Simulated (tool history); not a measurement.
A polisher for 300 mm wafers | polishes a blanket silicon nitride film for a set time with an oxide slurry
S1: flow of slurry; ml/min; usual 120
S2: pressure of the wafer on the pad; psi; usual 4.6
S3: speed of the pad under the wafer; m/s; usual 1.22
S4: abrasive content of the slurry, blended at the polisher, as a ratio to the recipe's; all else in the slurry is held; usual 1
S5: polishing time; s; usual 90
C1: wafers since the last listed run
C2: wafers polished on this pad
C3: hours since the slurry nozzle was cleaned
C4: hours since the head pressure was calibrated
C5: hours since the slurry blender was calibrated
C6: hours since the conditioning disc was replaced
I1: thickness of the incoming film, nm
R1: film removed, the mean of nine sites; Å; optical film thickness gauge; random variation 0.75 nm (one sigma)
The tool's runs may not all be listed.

run 1 hour=0 | S1=120 S2=4.6 S3=1.22 S4=1 S5=90 | C1=0 C2=1596 C3=427.2 C4=523.5 C5=237.5 C6=423.1 | I1=261.5 | R1=819
-- hour=81.4 conditioning disc replaced and pad reconditioned
run 2 hour=97.1 | S1=120 S2=4.6 S3=1.22 S4=1 S5=90 | C1=778 C2=2374 C3=524.3 C4=620.6 C5=334.6 C6=15.7 | I1=259.3 | R1=805
run 3 hour=178 | S1=120 S2=4.6 S3=1.22 S4=1 S5=90 | C1=662 C2=3037 C3=605.2 C4=701.5 C5=415.5 C6=96.6 | I1=261.9 | R1=774
-- hour=183.6 slurry nozzle cleaned
-- hour=184.2 head pressure recalibrated
run 4 hour=219.4 | S1=120 S2=4.6 S3=1.58 S4=1 S5=120 | C1=325 C2=3363 C3=35.8 C4=35.2 C5=456.9 C6=138 | I1=256.4 | R1=1265
-- hour=248.4 slurry blender recalibrated
run 5 hour=270.7 | S1=120 S2=4.6 S3=0.96 S4=1 S5=90 | C1=403 C2=3767 C3=87.1 C4=86.5 C5=22.3 C6=189.3 | I1=259.4 | R1=631
run 6 hour=317.7 | S1=120 S2=4.6 S3=1.22 S4=1 S5=90 | C1=384 C2=4152 C3=134.1 C4=133.5 C5=69.3 C6=236.3 | I1=256.1 | R1=758
-- hour=362.6 worn pad replaced by a new one
run 7 hour=371.4 | S1=120 S2=4.6 S3=0.92 S4=1 S5=90 | C1=407 C2=71 C3=187.8 C4=187.2 C5=123 C6=290 | I1=260 | R1=692
run 8 hour=411.7 | S1=120 S2=4.6 S3=1.22 S4=1 S5=90 | C1=330 C2=401 C3=228.1 C4=227.5 C5=163.3 C6=330.3 | I1=259.9 | R1=847
run 9 hour=462.7 | S1=130 S2=4.6 S3=1.04 S4=1 S5=90 | C1=417 C2=819 C3=279.1 C4=278.5 C5=214.3 C6=381.3 | I1=257.1 | R1=757
run 10 hour=553.4 | S1=100 S2=4.6 S3=0.96 S4=1.2 S5=74 | C1=742 C2=1562 C3=369.8 C4=369.2 C5=305 C6=472 | I1=256.9 | R1=585
run 11 hour=596.7 | S1=120 S2=6.1 S3=0.94 S4=0.75 S5=67 | C1=354 C2=1916 C3=413.1 C4=412.5 C5=348.3 C6=515.3 | I1=260.5 | R1=566
run 12 hour=633.3 | S1=120 S2=4.6 S3=1.44 S4=1 S5=114 | C1=299 C2=2216 C3=449.7 C4=449.1 C5=384.9 C6=551.9 | I1=258.2 | R1=1166
run 13 hour=704.9 | S1=120 S2=3.8 S3=1 S4=1 S5=90 | C1=586 C2=2802 C3=521.3 C4=520.7 C5=456.5 C6=623.5 | I1=258.2 | R1=558
-- hour=713.6 conditioning disc replaced and pad reconditioned
-- hour=724.5 slurry blender recalibrated
-- hour=742.1 slurry nozzle cleaned
run 14 hour=779.1 | S1=135 S2=4.6 S3=1.5 S4=1 S5=61 | C1=566 C2=3369 C3=37 C4=594.9 C5=54.6 C6=65.5 | I1=260.5 | R1=645
run 15 hour=836.9 | S1=120 S2=4.6 S3=1.22 S4=0.85 S5=117 | C1=473 C2=3842 C3=94.8 C4=652.7 C5=112.4 C6=123.3 | I1=262.4 | R1=938
-- hour=861.4 head pressure recalibrated
run 16 hour=877 | S1=155 S2=5.3 S3=1.22 S4=0.75 S5=90 | C1=312 C2=4155 C3=134.9 C4=15.6 C5=152.5 C6=163.4 | I1=262 | R1=808
run 17 hour=942.9 | S1=95 S2=3.5 S3=1.5 S4=1 S5=90 | C1=539 C2=4694 C3=200.8 C4=81.5 C5=218.4 C6=229.3 | I1=256.7 | R1=642
-- hour=999.5 worn pad replaced by a new one
run 18 hour=1019.6 | S1=80 S2=4.6 S3=1.56 S4=0.75 S5=119 | C1=595 C2=164 C3=277.5 C4=158.2 C5=295.1 C6=306 | I1=260.3 | R1=1055
run 19 hour=1105.1 | S1=105 S2=4.6 S3=1.22 S4=1 S5=66 | C1=700 C2=865 C3=363 C4=243.7 C5=380.6 C6=391.5 | I1=258.2 | R1=598
run 20 hour=1203.6 | S1=110 S2=4.6 S3=1.62 S4=1.15 S5=71 | C1=806 C2=1671 C3=461.5 C4=342.2 C5=479.1 C6=490 | I1=263.2 | R1=839
-- hour=1223.5 slurry blender recalibrated
-- hour=1254.8 conditioning disc replaced and pad reconditioned
run 21 hour=1267.9 | S1=120 S2=5 S3=1.22 S4=1 S5=90 | C1=493 C2=2165 C3=525.8 C4=406.5 C5=44.4 C6=13.1 | I1=260.1 | R1=885
-- hour=1313.8 slurry nozzle cleaned
run 22 hour=1375.9 | S1=150 S2=4.6 S3=1.22 S4=1 S5=90 | C1=876 C2=3041 C3=62.1 C4=514.5 C5=152.4 C6=121.1 | I1=259.8 | R1=848
run 23 hour=1433.6 | S1=100 S2=4.6 S3=1.54 S4=1.15 S5=90 | C1=472 C2=3514 C3=119.8 C4=572.2 C5=210.1 C6=178.8 | I1=257.5 | R1=965
run 24 hour=1486.3 | S1=120 S2=5.1 S3=1.22 S4=0.85 S5=90 | C1=431 C2=3945 C3=172.5 C4=624.9 C5=262.8 C6=231.5 | I1=256.1 | R1=811

What the log doesn't show, run by run:
slurry flow missing at the pad, %: 0 in every run
deviation of the head's pressure from its setpoint, %: 0 in every run
abrasive missing from the slurry, %: 0 in every run
time polished since the conditioner stopped cutting, s: 0 in every run
H1: removal rate lost through wear of the pad, %
run=1 H1=5.47
run=2 H1=7.17
run=3 H1=8.59
run=4 H1=9.31
run=5 H1=10.2
run=6 H1=11
run=7 H1=0.815
run=8 H1=1.52
run=9 H1=2.41
run=10 H1=4
run=11 H1=4.76
run=12 H1=5.4
run=13 H1=6.66
run=14 H1=7.96
run=15 H1=8.97
run=16 H1=9.67
run=17 H1=10.8
run=18 H1=0.563
run=19 H1=2.06
run=20 H1=3.79
run=21 H1=4.91
run=22 H1=6.8
run=23 H1=7.81
run=24 H1=8.74
